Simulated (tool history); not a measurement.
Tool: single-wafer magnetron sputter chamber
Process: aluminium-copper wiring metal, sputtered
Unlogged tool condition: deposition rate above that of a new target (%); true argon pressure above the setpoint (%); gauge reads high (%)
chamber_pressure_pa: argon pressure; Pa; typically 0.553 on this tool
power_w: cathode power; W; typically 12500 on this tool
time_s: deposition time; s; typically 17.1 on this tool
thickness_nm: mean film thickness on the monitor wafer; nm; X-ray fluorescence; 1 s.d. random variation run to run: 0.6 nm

run   hour  chamber_pressure_pa  power_w  time_s  wafers since the last listed run  wafers on the sputter target  hours since the last manometer calibration  hours since the magnet pack was replaced  hours since the gauge calibration  read-back reference wafer on the same gauge, thickness_nm  thickness_nm
  1    0.0                0.553    14500    15.5                                 0                          1899                                      1276.8                                    8436.6                              124.9                                                    401.918       377.229
  2    6.8                0.553    14500    15.5                               187                          2086                                      1283.6                                    8443.4                              131.7                                                    401.875       376.726
  3   21.5                0.553    14500    15.5                               404                          2490                                      1298.3                                    8458.1                              146.4                                                    401.932       377.390
  4   32.0                0.553    12500    17.1                               288                          2779                                      1308.8                                    8468.6                              156.9                                                    401.909       356.991
  5   42.7                0.553    12500    17.1                               294                          3073                                      1319.5                                    8479.3                              167.6                                                    402.112       356.340
  6   49.4                0.553    12500    17.1                               184                          3257                                      1326.2                                    8486.0                              174.3                                                    401.733       356.794
  7   60.3                0.686    11150    17.1                               299                          3557                                      1337.1                                    8496.9                              185.2                                                    402.309       295.804
      71.0  -- sputter target and shields replaced
  8   76.1                0.686    11150    17.1                               214                           141                                      1352.9                                    8512.7                              201.0                                                    401.888       301.263
      89.4  -- capacitance manometer re-zeroed and calibrated
      89.7  -- magnet pack replaced
  9   90.2                0.686    11150    17.1                               161                           302                                         0.8                                       0.5                              215.1                                                    402.086       316.949
 10  108.1                0.553    12500    17.1                               492                           794                                        18.7                                      18.4                              233.0                                                    401.788       375.968
 11  115.7                0.456    10050    20.1                               209                          1003                                        26.3                                      26.0                              240.6                                                    402.159       372.986
 12  123.8                0.478    12500    14.1                               222                          1226                                        34.4                                      34.1                              248.7                                                    402.118       321.854
 13  131.4                0.655    12500    14.2                               209                          1435                                        42.0                                      41.7                              256.3                                                    402.047       296.860
 14  140.5                0.553    13650    17.1                               250                          1685                                        51.1                                      50.8                              265.4                                                    402.111       408.903
     159.5  -- gauge calibrated
 15  188.8                0.553    12500    17.1                              1328                          3013                                        99.4                                      99.1                               29.3                                                    402.025       372.470
     197.8  -- sputter target and shields replaced
 16  206.5                0.496    14650    18.8                               266                           239                                       117.1                                     116.8                               47.0                                                    402.181       502.821
 17  212.5                0.553    12500    14.1                               165                           404                                       123.1                                     122.8                               53.0                                                    401.813       311.328
 18  228.5                0.553    13800    15.9                               440                           844                                       139.1                                     138.8                               69.0                                                    401.995       386.808
 19  239.1                0.553    12500    17.1                               291                          1135                                       149.7                                     149.4                               79.6                                                    402.041       374.799
 20  256.6                0.743    12500    17.1                               481                          1616                                       167.2                                     166.9                               97.1                                                    401.855       342.442

What differs in the tool's unlogged condition from the final listed run ahead of each entry between runs to the first listed run following it?
In the gap between runs 7 and 8: sputter target and shields replaced (hour 71.0)
  deposition rate above that of a new target (%): -2.35 -> -0.355; true argon pressure above the setpoint (%): 14.9 -> 15.3
  measured minus no-state result, thickness_nm: -21.973 -> -16.284 nm
In the gap between runs 8 and 9: capacitance manometer re-zeroed and calibrated (hour 89.4); magnet pack replaced (hour 89.7)
  deposition rate above that of a new target (%): -0.355 -> -0.895; true argon pressure above the setpoint (%): 15.3 -> -1.6
  measured minus no-state result, thickness_nm: -16.284 -> -1.205 nm
In the gap between runs 14 and 15: gauge calibrated (hour 159.5)
  deposition rate above that of a new target (%): -1.85 -> -2.14; true argon pressure above the setpoint (%): -1.58 -> -1.52
  measured minus no-state result, thickness_nm: -5.943 -> -6.597 nm
In the gap between runs 15 and 16: sputter target and shields replaced (hour 197.8)
  deposition rate above that of a new target (%): -2.14 -> -0.534; true argon pressure above the setpoint (%): -1.52 -> -1.48
  measured minus no-state result, thickness_nm: -6.597 -> -0.856 nm
